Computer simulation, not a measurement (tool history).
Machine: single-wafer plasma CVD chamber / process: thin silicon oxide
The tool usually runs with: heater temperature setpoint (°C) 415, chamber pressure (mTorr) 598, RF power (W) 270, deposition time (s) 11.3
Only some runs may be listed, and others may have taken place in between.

| run | hour | heater temperature setpoint (°C) | chamber pressure (mTorr) | RF power (W) | deposition time (s) | wafers since the last listed run | hours since the last thermocouple change | hours since the last RF generator calibration | hours since the last manometer calibration | hours since the showerhead was replaced | hours since the gauge calibration | read-back reference wafer on the same gauge, thickness_nm | mean film thickness on the monitor wafer (Å) |
|---|---|---|---|---|---|---|---|---|---|---|---|---|---|
| 1 | 0.0 | 415 | 598 | 270 | 11.3 | 0 | 1015.3 | 1206.6 | 1061.9 | 3423.2 | 200.9 | 14.972 | 139.65 |
| 2 | 39.4 | 415 | 598 | 270 | 11.3 | 1145 | 1054.7 | 1246.0 | 1101.3 | 3462.6 | 240.3 | 14.965 | 140.03 |
| 3 | 68.7 | 415 | 598 | 270 | 11.3 | 852 | 1084.0 | 1275.3 | 1130.6 | 3491.9 | 269.6 | 14.994 | 139.77 |
| 4 | 83.7 | 415 | 598 | 270 | 11.3 | 436 | 1099.0 | 1290.3 | 1145.6 | 3506.9 | 284.6 | 14.997 | 139.72 |
| 5 | 117.6 | 415 | 598 | 230 | 11.3 | 985 | 1132.9 | 1324.2 | 1179.5 | 3540.8 | 318.5 | 14.985 | 131.65 |
|  | 136.4 | gauge calibrated |
| 6 | 146.4 | 415 | 598 | 230 | 11.3 | 837 | 1161.7 | 1353.0 | 1208.3 | 3569.6 | 10.0 | 14.839 | 132.01 |
|  | 154.5 | RF generator calibrated |
| 7 | 165.3 | 415 | 598 | 270 | 11.3 | 316 | 1180.6 | 10.8 | 1227.2 | 3588.5 | 28.9 | 14.845 | 138.00 |
|  | 182.9 | thermocouple changed; heater temperature recalibrated |
| 8 | 187.4 | 415 | 598 | 270 | 11.3 | 410 | 4.5 | 32.9 | 1249.3 | 3610.6 | 51.0 | 14.881 | 138.34 |
| 9 | 202.6 | 415 | 598 | 270 | 11.3 | 442 | 19.7 | 48.1 | 1264.5 | 3625.8 | 66.2 | 14.913 | 139.51 |
| 10 | 231.3 | 429 | 476 | 270 | 12.7 | 834 | 48.4 | 76.8 | 1293.2 | 3654.5 | 94.9 | 14.907 | 123.33 |
| 11 | 261.3 | 429 | 598 | 300 | 11.3 | 872 | 78.4 | 106.8 | 1323.2 | 3684.5 | 124.9 | 14.930 | 143.28 |
|  | 288.2 | showerhead replaced |
| 12 | 288.7 | 415 | 598 | 270 | 11.3 | 564 | 105.8 | 134.2 | 1350.6 | 0.5 | 152.3 | 14.982 | 138.94 |
|  | 302.0 | capacitance manometer re-zeroed and calibrated |
| 13 | 312.1 | 415 | 598 | 270 | 11.3 | 447 | 129.2 | 157.6 | 10.1 | 23.9 | 175.7 | 14.986 | 141.09 |
| 14 | 335.7 | 415 | 598 | 270 | 11.3 | 686 | 152.8 | 181.2 | 33.7 | 47.5 | 199.3 | 14.992 | 141.08 |
| 15 | 370.6 | 401 | 598 | 270 | 11.9 | 1014 | 187.7 | 216.1 | 68.6 | 82.4 | 234.2 | 14.996 | 148.95 |
| 16 | 390.6 | 429 | 667 | 295 | 10.3 | 581 | 207.7 | 236.1 | 88.6 | 102.4 | 254.2 | 14.999 | 146.20 |
| 17 | 416.2 | 408 | 523 | 245 | 11.3 | 744 | 233.3 | 261.7 | 114.2 | 128.0 | 279.8 | 15.015 | 119.07 |
| 18 | 444.9 | 425 | 710 | 290 | 11.3 | 834 | 262.0 | 290.4 | 142.9 | 156.7 | 308.5 | 15.033 | 170.75 |

Predict each of these 5 candidate next runs independently; none follows another, all start after run 18:
| A | 445.3 | 407 | 598 | 270 | 11.3 | 11 | 262.4 | 290.8 | 143.3 | 157.1 | 308.9 | ? | ? |
| B | 445.3 | 406 | 473 | 270 | 11.3 | 11 | 262.4 | 290.8 | 143.3 | 157.1 | 308.9 | ? | ? |
| C | 445.3 | 415 | 598 | 225 | 11.3 | 11 | 262.4 | 290.8 | 143.3 | 157.1 | 308.9 | ? | ? |
| D | 445.3 | 415 | 456 | 270 | 12.5 | 11 | 262.4 | 290.8 | 143.3 | 157.1 | 308.9 | ? | ? |
| E | 445.3 | 400 | 598 | 250 | 11.3 | 11 | 262.4 | 290.8 | 143.3 | 157.1 | 308.9 | ? | ? |

| run | read-back reference wafer on the same gauge, thickness_nm | mean film thickness on the monitor wafer (Å) |
|---|---|---|
| A | 15.045 | 140.71 |
| B | 15.045 | 110.82 |
| C | 15.045 | 131.29 |
| D | 15.045 | 117.42 |
| E | 15.045 | 137.53 |
Had the tool no hidden state, the same runs would have come out as:
| run | mean film thickness on the monitor wafer (Å) |
|---|---|
| A | 138.61 |
| B | 109.17 |
| C | 129.34 |
| D | 115.67 |
| E | 135.48 |
